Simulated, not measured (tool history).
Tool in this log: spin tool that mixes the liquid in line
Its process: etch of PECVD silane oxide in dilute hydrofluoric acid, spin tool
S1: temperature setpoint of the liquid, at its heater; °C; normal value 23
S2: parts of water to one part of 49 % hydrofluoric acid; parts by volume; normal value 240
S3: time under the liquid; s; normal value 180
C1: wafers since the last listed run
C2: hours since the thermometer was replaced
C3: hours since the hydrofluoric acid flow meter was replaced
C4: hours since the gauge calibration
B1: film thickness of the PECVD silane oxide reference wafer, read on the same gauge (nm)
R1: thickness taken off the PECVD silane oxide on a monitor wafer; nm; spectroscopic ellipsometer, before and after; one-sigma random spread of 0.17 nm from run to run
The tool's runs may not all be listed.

run	hour	S1	S2	S3	C1	C2	C3	C4	B1	R1
1	0	25.5	240	110	0	2686.8	774.3	552.6	100.02	16.71
2	72	25.5	240	110	694	2758.8	846.3	624.6	99.98	16.6
3	155.7	20.5	195	180	807	2842.5	930	708.3	100	29.45
4	223.6	20.5	195	180	654	2910.4	997.9	776.2	99.98	29.82
5	263.3	23	240	180	382	2950.1	1037.6	815.9	100	25.41
# hour 266.5: gauge calibrated
6	302.5	23	240	180	378	2989.3	1076.8	36	100	24.86
7	390.2	23	240	180	845	3077	1164.5	123.7	100	25.36
8	493	23	240	180	991	3179.8	1267.3	226.5	99.99	25.12
9	535.6	23	240	180	410	3222.4	1309.9	269.1	99.99	25.49
10	621.2	23	240	180	825	3308	1395.5	354.7	99.99	25.43
# hour 625: thermometer replaced
11	688.7	23	240	180	641	63.7	1463	422.2	99.99	25.89
# hour 722.1: hydrofluoric acid flow meter replaced
12	787.9	23	205	180	946	162.9	65.8	521.4	100.04	29.56
13	826.6	21	275	150	373	201.6	104.5	560.1	100	15.76
14	922.1	23	200	180	920	297.1	200	655.6	100.02	30.52
15	977.8	19.5	320	75	537	352.8	255.7	711.3	100	6.3
# hour 985.6: gauge calibrated
16	1036.5	19	295	95	566	411.5	314.4	50.9	100	8.67
17	1091.8	23	240	180	533	466.8	369.7	106.2	99.96	24.74
18	1182.1	24.5	345	140	870	557.1	460	196.5	100.02	12.78
19	1232.3	19.5	330	80	484	607.3	510.2	246.7	99.98	6.53
20	1327.3	27.5	240	240	916	702.3	605.2	341.7	99.99	38.91

Consider 4 possible next runs. They are alternatives, not a sequence: every one starts from the tool as it was left by run 20. What does each give?
A	1327.8	23	240	180	4	702.8	605.7	342.2	?	?
B	1327.8	21.5	160	180	4	702.8	605.7	342.2	?	?
C	1327.8	18.5	125	180	4	702.8	605.7	342.2	?	?
D	1327.8	18.5	240	125	4	702.8	605.7	342.2	?	?

run	B1	R1
A	99.98	25.14
B	99.98	38.6
C	99.98	45.41
D	99.98	14.74
With the hidden condition removed and each run's random variation left untouched, the same runs would have given:
run	R1
A	24.02
B	36.99
C	43.57
D	14.1

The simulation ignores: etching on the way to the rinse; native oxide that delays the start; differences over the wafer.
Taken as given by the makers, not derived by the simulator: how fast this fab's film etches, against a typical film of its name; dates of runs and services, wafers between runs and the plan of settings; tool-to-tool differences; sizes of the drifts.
